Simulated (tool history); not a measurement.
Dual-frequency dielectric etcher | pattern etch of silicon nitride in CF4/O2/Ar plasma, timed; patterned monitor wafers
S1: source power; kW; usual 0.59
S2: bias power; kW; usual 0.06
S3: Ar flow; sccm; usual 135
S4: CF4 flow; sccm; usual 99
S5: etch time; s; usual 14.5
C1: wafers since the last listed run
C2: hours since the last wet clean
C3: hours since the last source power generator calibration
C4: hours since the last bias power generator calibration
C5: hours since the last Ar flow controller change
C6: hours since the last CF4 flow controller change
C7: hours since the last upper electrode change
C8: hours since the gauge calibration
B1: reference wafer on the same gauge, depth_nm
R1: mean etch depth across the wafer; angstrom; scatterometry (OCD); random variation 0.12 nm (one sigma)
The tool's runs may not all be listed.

| run | hour | S1 | S2 | S3 | S4 | S5 | C1 | C2 | C3 | C4 | C5 | C6 | C7 | C8 | B1 | R1 |
|---|---|---|---|---|---|---|---|---|---|---|---|---|---|---|---|---|
| 1 | 0 | 0.47 | 0.06 | 135 | 99 | 14.5 | 0 | 241.6 | 2957.2 | 4124.8 | 223 | 4523.1 | 4084.9 | 1735.6 | 27.79 | 275.7 |
|  | 10.1 | bias power generator calibrated |
| 2 | 41.4 | 0.59 | 0.06 | 135 | 89 | 17 | 433 | 283 | 2998.6 | 31.3 | 264.4 | 4564.5 | 4126.3 | 1777 | 27.83 | 396.4 |
| 3 | 68.2 | 0.59 | 0.048 | 135 | 99 | 11.5 | 310 | 309.8 | 3025.4 | 58.1 | 291.2 | 4591.3 | 4153.1 | 1803.8 | 27.8 | 245.9 |
| 4 | 113.5 | 0.59 | 0.06 | 135 | 99 | 14.5 | 525 | 355.1 | 3070.7 | 103.4 | 336.5 | 4636.6 | 4198.4 | 1849.1 | 27.79 | 344.8 |
| 5 | 150 | 0.73 | 0.06 | 122 | 79 | 18 | 423 | 391.6 | 3107.2 | 139.9 | 373 | 4673.1 | 4234.9 | 1885.6 | 27.79 | 508.9 |
|  | 173 | source power generator calibrated |
|  | 174.5 | CF4 flow controller replaced |
|  | 214.6 | wet clean of the chamber |
| 6 | 215.1 | 0.59 | 0.06 | 135 | 99 | 14.5 | 412 | 0.5 | 42.1 | 205 | 438.1 | 40.6 | 4300 | 1950.7 | 27.81 | 338.6 |
| 7 | 263.1 | 0.59 | 0.06 | 135 | 99 | 14.5 | 556 | 48.5 | 90.1 | 253 | 486.1 | 88.6 | 4348 | 1998.7 | 27.81 | 340.9 |
|  | 330 | upper electrode replaced |
| 8 | 331.4 | 0.59 | 0.06 | 152 | 99 | 14.5 | 513 | 116.8 | 158.4 | 321.3 | 554.4 | 156.9 | 1.4 | 2067 | 27.77 | 339.6 |
|  | 398.2 | gauge calibrated |
| 9 | 399.5 | 0.66 | 0.06 | 156 | 91 | 11 | 789 | 184.9 | 226.5 | 389.4 | 622.5 | 225 | 69.5 | 1.3 | 27.8 | 280.2 |
| 10 | 443.7 | 0.59 | 0.06 | 120 | 99 | 14.5 | 512 | 229.1 | 270.7 | 433.6 | 666.7 | 269.2 | 113.7 | 45.5 | 27.8 | 352.3 |
| 11 | 468.4 | 0.69 | 0.06 | 135 | 111 | 14.5 | 286 | 253.8 | 295.4 | 458.3 | 691.4 | 293.9 | 138.4 | 70.2 | 27.78 | 408.3 |
| 12 | 535.7 | 0.59 | 0.06 | 135 | 99 | 14.5 | 780 | 321.1 | 362.7 | 525.6 | 758.7 | 361.2 | 205.7 | 137.5 | 27.79 | 351.3 |
|  | 618.8 | wet clean of the chamber |
| 13 | 619.3 | 0.45 | 0.06 | 135 | 99 | 16.5 | 690 | 0.5 | 446.3 | 609.2 | 842.3 | 444.8 | 289.3 | 221.1 | 27.78 | 299.2 |
| 14 | 657.2 | 0.59 | 0.073 | 135 | 99 | 14.5 | 439 | 38.4 | 484.2 | 647.1 | 880.2 | 482.7 | 327.2 | 259 | 27.79 | 370.6 |
| 15 | 718.3 | 0.59 | 0.07 | 104 | 99 | 14.5 | 708 | 99.5 | 545.3 | 708.2 | 941.3 | 543.8 | 388.3 | 320.1 | 27.78 | 375.4 |
| 16 | 749.1 | 0.59 | 0.06 | 152 | 99 | 14.5 | 356 | 130.3 | 576.1 | 739 | 972.1 | 574.6 | 419.1 | 350.9 | 27.8 | 337.7 |
| 17 | 779.6 | 0.59 | 0.06 | 125 | 123 | 10.5 | 353 | 160.8 | 606.6 | 769.5 | 1002.6 | 605.1 | 449.6 | 381.4 | 27.76 | 260.3 |
| 18 | 811.5 | 0.59 | 0.065 | 135 | 99 | 16.5 | 369 | 192.7 | 638.5 | 801.4 | 1034.5 | 637 | 481.5 | 413.3 | 27.8 | 410.2 |
| 19 | 915.1 | 0.59 | 0.073 | 135 | 99 | 11 | 1200 | 296.3 | 742.1 | 905 | 1138.1 | 740.6 | 585.1 | 516.9 | 27.81 | 289.5 |
| 20 | 979.2 | 0.45 | 0.048 | 135 | 90 | 14.5 | 742 | 360.4 | 806.2 | 969.1 | 1202.2 | 804.7 | 649.2 | 581 | 27.8 | 242.6 |

Forecast each of these 5 alternatives for the next run:
| A | 979.6 | 0.59 | 0.06 | 135 | 99 | 14.5 | 4 | 360.8 | 806.6 | 969.5 | 1202.6 | 805.1 | 649.6 | 581.4 | ? | ? |
| B | 979.6 | 0.5 | 0.046 | 135 | 113 | 11.5 | 4 | 360.8 | 806.6 | 969.5 | 1202.6 | 805.1 | 649.6 | 581.4 | ? | ? |
| C | 979.6 | 0.59 | 0.06 | 157 | 85 | 13 | 4 | 360.8 | 806.6 | 969.5 | 1202.6 | 805.1 | 649.6 | 581.4 | ? | ? |
| D | 979.6 | 0.67 | 0.064 | 135 | 99 | 14.5 | 4 | 360.8 | 806.6 | 969.5 | 1202.6 | 805.1 | 649.6 | 581.4 | ? | ? |
| E | 979.6 | 0.53 | 0.07 | 112 | 99 | 14.5 | 4 | 360.8 | 806.6 | 969.5 | 1202.6 | 805.1 | 649.6 | 581.4 | ? | ? |

| run | B1 | R1 |
|---|---|---|
| A | 27.84 | 353.1 |
| B | 27.84 | 217.2 |
| C | 27.84 | 302.9 |
| D | 27.84 | 409.3 |
| E | 27.84 | 348.9 |
Without the tool's hidden state the same runs would have given:
| run | R1 |
|---|---|
| A | 340.5 |
| B | 209.4 |
| C | 292 |
| D | 394.6 |
| E | 336.4 |
